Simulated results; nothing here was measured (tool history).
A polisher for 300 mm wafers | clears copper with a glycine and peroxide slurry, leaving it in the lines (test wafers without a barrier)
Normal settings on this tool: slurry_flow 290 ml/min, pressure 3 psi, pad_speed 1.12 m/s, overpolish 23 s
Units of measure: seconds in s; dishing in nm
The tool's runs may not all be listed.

| run | hour | slurry_flow | pressure | pad_speed | overpolish | wafers since the last listed run | wafers polished on this pad | hours since the slurry nozzle was cleaned | hours since the head pressure was calibrated | incoming thickness of the incoming film, nm | seconds | dishing |
|---|---|---|---|---|---|---|---|---|---|---|---|---|
| 1 | 0 | 240 | 3 | 1.12 | 23 | 0 | 467 | 329.4 | 710 | 853.9 | 146.6 | 91.2 |
| 2 | 29.5 | 240 | 3 | 1.12 | 23 | 138 | 605 | 358.9 | 739.5 | 862.9 | 148.8 | 91.1 |
| 3 | 65.3 | 290 | 3 | 1.12 | 12 | 168 | 773 | 394.7 | 775.3 | 848.3 | 144.4 | 53.8 |
| 4 | 87.4 | 290 | 3 | 1.12 | 12 | 103 | 877 | 416.8 | 797.4 | 860.9 | 148.9 | 54.3 |
| 5 | 114.4 | 290 | 3 | 1.12 | 12 | 126 | 1004 | 443.8 | 824.4 | 862.3 | 153.3 | 53.3 |
| 6 | 140.3 | 360 | 3 | 1.12 | 23 | 121 | 1125 | 469.7 | 850.3 | 865.3 | 151.3 | 88.3 |
| 7 | 163.6 | 360 | 3 | 1.12 | 23 | 109 | 1234 | 493 | 873.6 | 861.4 | 151.3 | 87 |
| 8 | 188.9 | 235 | 3 | 1.26 | 23 | 118 | 1353 | 518.3 | 898.9 | 854.5 | 145.3 | 89.2 |
|  | 191.7 | head pressure recalibrated |
|  | 208.4 | worn pad replaced by a new one |
| 9 | 212 | 290 | 3 | 0.92 | 23 | 80 | 17 | 541.4 | 20.3 | 874.4 | 201.6 | 73.7 |
|  | 217.5 | slurry nozzle cleaned |
| 10 | 240.3 | 290 | 3 | 1.12 | 23 | 128 | 145 | 22.8 | 48.6 | 857.6 | 173.1 | 77.7 |
|  | 265.6 | worn pad replaced by a new one, repeated, since the last time left the tool worse |
| 11 | 347.2 | 245 | 3 | 0.94 | 10 | 482 | 383 | 129.7 | 155.5 | 856.4 | 169 | 41.3 |
| 12 | 373.6 | 260 | 3.4 | 1.12 | 33 | 123 | 507 | 156.1 | 181.9 | 866.2 | 131.3 | 122.4 |

Run 13 is up next; what results do you expect?
| 13 | 388.7 | 290 | 2.7 | 0.76 | 14 | 70 | 577 | 171.2 | 197 | 863.9 | ? | ? |

Run 13 gave seconds 221.3 s, dishing 43.3 nm.
If the tool had no hidden condition, the same run with the same run-to-run variation would have returned seconds 217.7 s, dishing 44 nm.

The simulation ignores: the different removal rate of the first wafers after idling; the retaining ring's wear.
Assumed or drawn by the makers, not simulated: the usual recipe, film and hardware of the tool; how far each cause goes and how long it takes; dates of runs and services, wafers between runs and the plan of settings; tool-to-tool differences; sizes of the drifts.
